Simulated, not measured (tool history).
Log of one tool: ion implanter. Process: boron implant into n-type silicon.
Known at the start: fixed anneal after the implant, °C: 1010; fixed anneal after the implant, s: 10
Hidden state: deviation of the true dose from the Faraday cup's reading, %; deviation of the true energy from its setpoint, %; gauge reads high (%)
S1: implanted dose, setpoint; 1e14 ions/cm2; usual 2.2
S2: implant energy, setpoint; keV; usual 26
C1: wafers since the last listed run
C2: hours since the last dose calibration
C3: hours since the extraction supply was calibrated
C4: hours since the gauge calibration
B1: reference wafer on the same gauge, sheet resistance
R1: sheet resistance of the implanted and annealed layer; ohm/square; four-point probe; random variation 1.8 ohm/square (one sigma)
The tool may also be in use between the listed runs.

| run | hour | S1 | S2 | C1 | C2 | C3 | C4 | B1 | R1 |
|---|---|---|---|---|---|---|---|---|---|
| 1 | 0 | 2.2 | 21.5 | 0 | 1992.6 | 4464.4 | 605 | 382.3 | 465.89 |
| 2 | 40 | 2.2 | 21.5 | 970 | 2032.6 | 4504.4 | 645 | 382.6 | 464.06 |
| 3 | 110.1 | 1.89 | 26 | 1701 | 2102.7 | 4574.5 | 715.1 | 382.03 | 516.33 |
| 4 | 155.1 | 1.83 | 22.5 | 1092 | 2147.7 | 4619.5 | 760.1 | 382.22 | 534.63 |
| 5 | 180.1 | 1.83 | 22.5 | 606 | 2172.7 | 4644.5 | 785.1 | 382.02 | 537.28 |
| 6 | 235.7 | 1.83 | 22.5 | 1349 | 2228.3 | 4700.1 | 840.7 | 381.77 | 535.76 |
| 7 | 280.5 | 2.2 | 26 | 1087 | 2273.1 | 4744.9 | 885.5 | 381.95 | 455.93 |
|  | 371.9 | gauge calibrated |
| 8 | 496.1 | 2.2 | 26 | 5233 | 2488.7 | 4960.5 | 124.2 | 381.84 | 463.1 |
| 9 | 535 | 2.4 | 32.5 | 944 | 2527.6 | 4999.4 | 163.1 | 382.27 | 419.89 |
|  | 550.7 | Faraday cup replaced and dose calibrated |
| 10 | 602.4 | 2.2 | 26 | 1441 | 51.7 | 5066.8 | 230.5 | 381.44 | 442.56 |
| 11 | 656.5 | 1.83 | 22.5 | 1313 | 105.8 | 5120.9 | 284.6 | 382.21 | 527.05 |
| 12 | 681.4 | 2.2 | 28.5 | 604 | 130.7 | 5145.8 | 309.5 | 381.81 | 442.29 |
| 13 | 815.5 | 1.56 | 21.5 | 3255 | 264.8 | 5279.9 | 443.6 | 382.42 | 596.52 |
|  | 847.6 | extraction supply calibrated |
| 14 | 848.1 | 2.2 | 21.5 | 597 | 297.4 | 0.5 | 476.2 | 382.05 | 454.9 |
| 15 | 917.1 | 2.83 | 22 | 1674 | 366.4 | 69.5 | 545.2 | 381.94 | 370.32 |
| 16 | 982.4 | 2.49 | 30 | 1585 | 431.7 | 134.8 | 610.5 | 382.42 | 399.3 |
| 17 | 1040.7 | 2.2 | 26 | 1415 | 490 | 193.1 | 668.8 | 382 | 445.76 |
| 18 | 1096.3 | 2.83 | 32.5 | 1349 | 545.6 | 248.7 | 724.4 | 382.32 | 358.03 |
| 19 | 1130.7 | 2.2 | 21.5 | 835 | 580 | 283.1 | 758.8 | 382.44 | 456.67 |
| 20 | 1184.9 | 2.2 | 20.5 | 1315 | 634.2 | 337.3 | 813 | 382.69 | 458.27 |

Some steps in R1 between neighbouring runs. How much of each would the tool show without its hidden state too (settings, what came in, random variation), and how much is left for the hidden state, with any gauge scatter that isn't in both results?
Run 7 -> 8: gauge calibrated. R1 +7.17 ohm/square: hidden state +3.68, all else +3.49.
Run 9 -> 10: S1 2.4 -> 2.2, S2 32.5 -> 26, Faraday cup replaced and dose calibrated. R1 +22.67 ohm/square: hidden state -14.38, all else +37.05.
Run 12 -> 13: S1 2.2 -> 1.56, S2 28.5 -> 21.5. R1 +154.23 ohm/square: hidden state +0.98, all else +153.25.
Run 13 -> 14: S1 1.56 -> 2.2, extraction supply calibrated. R1 -141.62 ohm/square: hidden state -0.62, all else -141.
